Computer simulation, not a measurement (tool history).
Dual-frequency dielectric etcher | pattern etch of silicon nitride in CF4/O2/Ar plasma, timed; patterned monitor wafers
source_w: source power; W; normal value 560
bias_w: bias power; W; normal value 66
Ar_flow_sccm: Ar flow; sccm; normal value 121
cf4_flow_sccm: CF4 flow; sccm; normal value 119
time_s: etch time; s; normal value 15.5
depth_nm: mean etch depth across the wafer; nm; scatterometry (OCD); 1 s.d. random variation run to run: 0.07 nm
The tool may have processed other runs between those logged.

run   hour  source_w  bias_w  Ar_flow_sccm  cf4_flow_sccm  time_s  wafers since the last listed run  hours since the last wet clean  hours since the last source power generator calibration  hours since the last bias power generator calibration  hours since the last Ar flow controller change  hours since the last CF4 flow controller change  hours since the last upper electrode change  hours since the gauge calibration  read-back reference wafer on the same gauge, depth_nm  depth_nm
  1    0.0       560      66           121            119    15.5                                 0                           235.1                                                   1938.8                                                 3207.5                                          4733.1                                           1596.1                                       3391.4                               35.0                                                  33.01     35.22
  2   12.9       560      66           121            119    15.5                               167                           248.0                                                   1951.7                                                 3220.4                                          4746.0                                           1609.0                                       3404.3                               47.9                                                  33.01     35.27
  3   48.0       560      66           121            119    15.5                               456                           283.1                                                   1986.8                                                 3255.5                                          4781.1                                           1644.1                                       3439.4                               83.0                                                  32.98     35.26
  4   69.1       560      66           121            119    15.5                               274                           304.2                                                   2007.9                                                 3276.6                                          4802.2                                           1665.2                                       3460.5                              104.1                                                  33.00     35.23
  5  102.4       560      66           121            119    15.5                               433                           337.5                                                   2041.2                                                 3309.9                                          4835.5                                           1698.5                                       3493.8                              137.4                                                  33.02     35.49
  6  122.6       620      66           112            119    15.5                               262                           357.7                                                   2061.4                                                 3330.1                                          4855.7                                           1718.7                                       3514.0                              157.6                                                  33.01     38.57
  7  155.2       620      66           112            119    15.5                               424                           390.3                                                   2094.0                                                 3362.7                                          4888.3                                           1751.3                                       3546.6                              190.2                                                  33.00     38.77
     180.1  -- Ar flow controller replaced
     201.4  -- wet clean of the chamber
  8  201.9       620      66           112            119    15.5                               253                             0.5                                                   2140.7                                                 3409.4                                            21.8                                           1798.0                                       3593.3                              236.9                                                  32.98     37.82
  9  202.2       560      66           121            119    15.5                                 3                             0.8                                                   2141.0                                                 3409.7                                            22.1                                           1798.3                                       3593.6                              237.2                                                  33.03     34.70
     208.7  -- gauge calibrated
 10  215.0       560      66           121            119    15.5                               166                            13.6                                                   2153.8                                                 3422.5                                            34.9                                           1811.1                                       3606.4                                6.3                                                  33.00     34.76
 11  232.5       560      66           121            119    15.5                               227                            31.1                                                   2171.3                                                 3440.0                                            52.4                                           1828.6                                       3623.9                               23.8                                                  32.96     34.67
     276.4  -- source power generator calibrated
     280.4  -- upper electrode replaced
 12  280.9       660      66           121            119    11.5                               525                            79.5                                                      4.5                                                 3488.4                                           100.8                                           1877.0                                          0.5                               72.2                                                  33.00     31.12
 13  281.5       560      66           121             96    15.5                                 7                            80.1                                                      5.1                                                 3489.0                                           101.4                                           1877.6                                          1.1                               72.8                                                  33.00     35.93
 14  293.5       560      66           132            119    11.5                               156                            92.1                                                     17.1                                                 3501.0                                           113.4                                           1889.6                                         13.1                               84.8                                                  33.00     27.10
     305.4  -- bias power generator calibrated
     322.5  -- CF4 flow controller replaced
 15  363.3       510      66           150            102    14.0                               778                           161.9                                                     86.9                                                   57.9                                           183.2                                             40.8                                         82.9                              154.6                                                  32.98     29.72
 16  381.7       560      66           129            119    15.5                               239                           180.3                                                    105.3                                                   76.3                                           201.6                                             59.2                                        101.3                              173.0                                                  33.00     36.61
 17  396.2       510      66           121            119    15.5                               188                           194.8                                                    119.8                                                   90.8                                           216.1                                             73.7                                        115.8                              187.5                                                  33.01     34.20
 18  427.0       660      66           121            119    11.5                               400                           225.6                                                    150.6                                                  121.6                                           246.9                                            104.5                                        146.6                              218.3                                                  32.99     31.14
 19  440.7       560      66           121            107    13.5                               178                           239.3                                                    164.3                                                  135.3                                           260.6                                            118.2                                        160.3                              232.0                                                  33.01     31.72

What does the tool deliver on the next run?
     461.3  -- gauge calibrated
 20  475.8       560      66           121            119    15.5                               456                           274.4                                                    199.4                                                  170.4                                           295.7                                            153.3                                        195.4                               14.5                                                      ?         ?

read-back reference wafer on the same gauge, depth_nm: 33.03
depth_nm: 36.71 nm
Were there no unlogged condition in the tool, this run, its random variation unchanged, would have produced depth_nm 36.40 nm.

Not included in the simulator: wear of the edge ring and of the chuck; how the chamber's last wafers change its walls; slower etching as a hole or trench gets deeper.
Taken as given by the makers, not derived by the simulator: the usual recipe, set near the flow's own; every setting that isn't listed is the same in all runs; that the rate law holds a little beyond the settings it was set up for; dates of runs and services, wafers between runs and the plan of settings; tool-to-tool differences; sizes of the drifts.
